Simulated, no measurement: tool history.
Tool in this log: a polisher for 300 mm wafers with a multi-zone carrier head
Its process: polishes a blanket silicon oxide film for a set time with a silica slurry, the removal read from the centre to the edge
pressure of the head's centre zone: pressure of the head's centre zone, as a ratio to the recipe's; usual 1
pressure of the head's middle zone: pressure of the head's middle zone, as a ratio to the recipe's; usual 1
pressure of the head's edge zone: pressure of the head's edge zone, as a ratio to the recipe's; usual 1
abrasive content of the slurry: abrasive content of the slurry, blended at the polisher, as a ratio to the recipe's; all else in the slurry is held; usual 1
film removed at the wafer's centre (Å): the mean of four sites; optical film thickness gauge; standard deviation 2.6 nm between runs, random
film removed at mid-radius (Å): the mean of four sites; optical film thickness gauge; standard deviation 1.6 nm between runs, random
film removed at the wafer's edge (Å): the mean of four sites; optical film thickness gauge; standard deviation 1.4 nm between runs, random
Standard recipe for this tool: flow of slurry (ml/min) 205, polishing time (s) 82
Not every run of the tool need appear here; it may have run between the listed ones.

run	day	flow of slurry (ml/min)	pressure of the head's centre zone	pressure of the head's middle zone	pressure of the head's edge zone	abrasive content of the slurry	polishing time (s)	wafers since the last listed run	wafers polished on this pad	hours since the slurry nozzle was cleaned	hours since the centre zone pressure was calibrated	hours since the edge zone pressure was calibrated	hours since the carrier head's membrane was replaced	incoming thickness of the incoming film, nm	film removed at the wafer's centre (Å)	film removed at mid-radius (Å)	film removed at the wafer's edge (Å)
1	0	205	1	1	0.95	1	54	0	6476	204.8	462	426.1	24.3	1908.4	1146	1190	1141
2	2.942	180	1	1	0.96	1	82	667	7143	275.4	532.6	496.7	94.9	1905.2	1730	1762	1720
3	6.412	205	1	1.07	1	1	82	787	7931	358.7	615.9	580	178.2	1869.6	1708	1875	1727
4	8.296	205	1	1.08	0.93	1.15	96	427	8358	403.9	661.1	625.2	223.4	1871	2105	2335	2047
# day 9.238: worn pad replaced by a new one
5	11.588	145	1	0.93	1	1	82	709	532	482.9	740.1	704.2	302.4	1924.6	1651	1581	1698
6	14.254	145	1	1	1	1	82	605	1138	546.9	804.1	768.2	366.4	1911.5	1607	1714	1712
7	17.942	205	1	1	1	1	82	836	1974	635.4	892.6	856.7	454.9	1916.5	1682	1745	1723
# day 19.525: centre zone pressure recalibrated
# day 20.417: edge zone pressure recalibrated
8	20.979	205	0.91	1	1	1	82	651	2626	708.3	34.9	13.5	527.8	1896.3	1504	1725	1706
9	23.638	205	1	1	1	1	82	603	3229	772.1	98.7	77.3	591.6	1930.8	1667	1742	1728
# day 28.588: slurry nozzle cleaned
10	33.088	205	0.9	1	1	1	82	2135	5364	108	325.5	304.1	818.4	1917.8	1600	1807	1770
11	37.142	205	1	1	1	1	82	920	6284	205.3	422.8	401.4	915.7	1917.9	1794	1762	1739
12	39.308	205	1	1	1	1	82	491	6776	257.3	474.8	453.4	967.7	1911.5	1781	1799	1774
# day 42.083: worn pad replaced by a new one
13	42.196	205	1	1.08	0.93	1	82	617	25	326.6	544.1	522.7	1037	1905	1721	1912	1665
14	45.412	205	1	1	1	1	82	729	755	403.8	621.3	599.9	1114.2	1900	1769	1779	1725
# day 49.746: centre zone pressure recalibrated
15	50.254	205	1	1	0.9	1.15	61	1079	1834	520	12.2	716.1	1230.4	1873.2	1312	1361	1287
16	52.467	205	1	1	1	1	82	502	2336	573.1	65.3	769.2	1283.5	1924.5	1669	1762	1765
17	61.354	205	1	1	0.94	1	82	2016	4353	786.4	278.6	982.5	1496.8	1893.2	1680	1720	1663

Run 18 is up next; what results do you expect?
# day 63.412: edge zone pressure recalibrated
# day 64.667: slurry nozzle cleaned
18	64.688	205	1	1	1.1	1.1	82	728	5081	0.5	358.6	30.6	1576.8	1870.4	?	?	?

{"run 18": {"film removed at the wafer's centre (Å)": 1752, "film removed at mid-radius (Å)": 1847, "film removed at the wafer's edge (Å)": 1870}}
If the tool had no hidden condition, the same run with the same run-to-run variation would have returned film removed at the wafer's centre (Å) 1764, film removed at mid-radius (Å) 1859, film removed at the wafer's edge (Å) 1879.
